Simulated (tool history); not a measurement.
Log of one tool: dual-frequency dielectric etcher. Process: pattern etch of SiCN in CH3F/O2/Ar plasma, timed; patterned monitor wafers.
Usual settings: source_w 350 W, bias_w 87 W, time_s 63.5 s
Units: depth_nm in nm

run   hour  source_w  bias_w  time_s  wafers since the last listed run  hours since the last wet clean  hours since the last source power generator calibration  hours since the last bias power generator calibration  hours since the last upper electrode change  hours since the gauge calibration  read-back reference wafer on the same gauge, depth_nm  depth_nm
  1    0.0       350      73    63.5                                 0                             1.1                                                   1652.7                                                  540.2                                       1480.9                              667.3                                                  31.56     24.23
  2   90.0       350      73    63.5                              1052                            91.1                                                   1742.7                                                  630.2                                       1570.9                              757.3                                                  31.51     24.26
  3  163.5       350      87    57.5                               859                           164.6                                                   1816.2                                                  703.7                                       1644.4                              830.8                                                  31.52     24.17
  4  228.6       350      87    57.5                               761                           229.7                                                   1881.3                                                  768.8                                       1709.5                              895.9                                                  31.52     23.80
  5  322.8       350      87    49.0                              1101                           323.9                                                   1975.5                                                  863.0                                       1803.7                              990.1                                                  31.48     20.50
  6  379.1       350      87    49.0                               658                           380.2                                                   2031.8                                                  919.3                                       1860.0                             1046.4                                                  31.49     20.21
     491.2  -- wet clean of the chamber
  7  491.7       350      87    49.0                              1036                             0.5                                                   2144.4                                                 1031.9                                       1972.6                             1159.0                                                  31.50     20.53
  8  550.4       350      87    63.5                               686                            59.2                                                   2203.1                                                 1090.6                                       2031.3                             1217.7                                                  31.53     26.30
  9  649.7       350      87    63.5                              1161                           158.5                                                   2302.4                                                 1189.9                                       2130.6                             1317.0                                                  31.49     26.22
 10  702.0       350      87    63.5                               611                           210.8                                                   2354.7                                                 1242.2                                       2182.9                             1369.3                                                  31.45     26.47
 11  738.4       350      87    63.5                               425                           247.2                                                   2391.1                                                 1278.6                                       2219.3                             1405.7                                                  31.45     26.46
     780.5  -- upper electrode replaced
 12  838.9       350      87    63.5                               894                           347.7                                                   2491.6                                                 1379.1                                         58.4                             1506.2                                                  31.47     26.34

Run 13 comes next. What will it give?
 13  905.6       320      75    63.5                               780                           414.4                                                   2558.3                                                 1445.8                                        125.1                             1572.9                                                      ?         ?

read-back reference wafer on the same gauge, depth_nm: 31.48
depth_nm: 23.45 nm
Without the tool's hidden state the same run would have given depth_nm 23.71 nm.

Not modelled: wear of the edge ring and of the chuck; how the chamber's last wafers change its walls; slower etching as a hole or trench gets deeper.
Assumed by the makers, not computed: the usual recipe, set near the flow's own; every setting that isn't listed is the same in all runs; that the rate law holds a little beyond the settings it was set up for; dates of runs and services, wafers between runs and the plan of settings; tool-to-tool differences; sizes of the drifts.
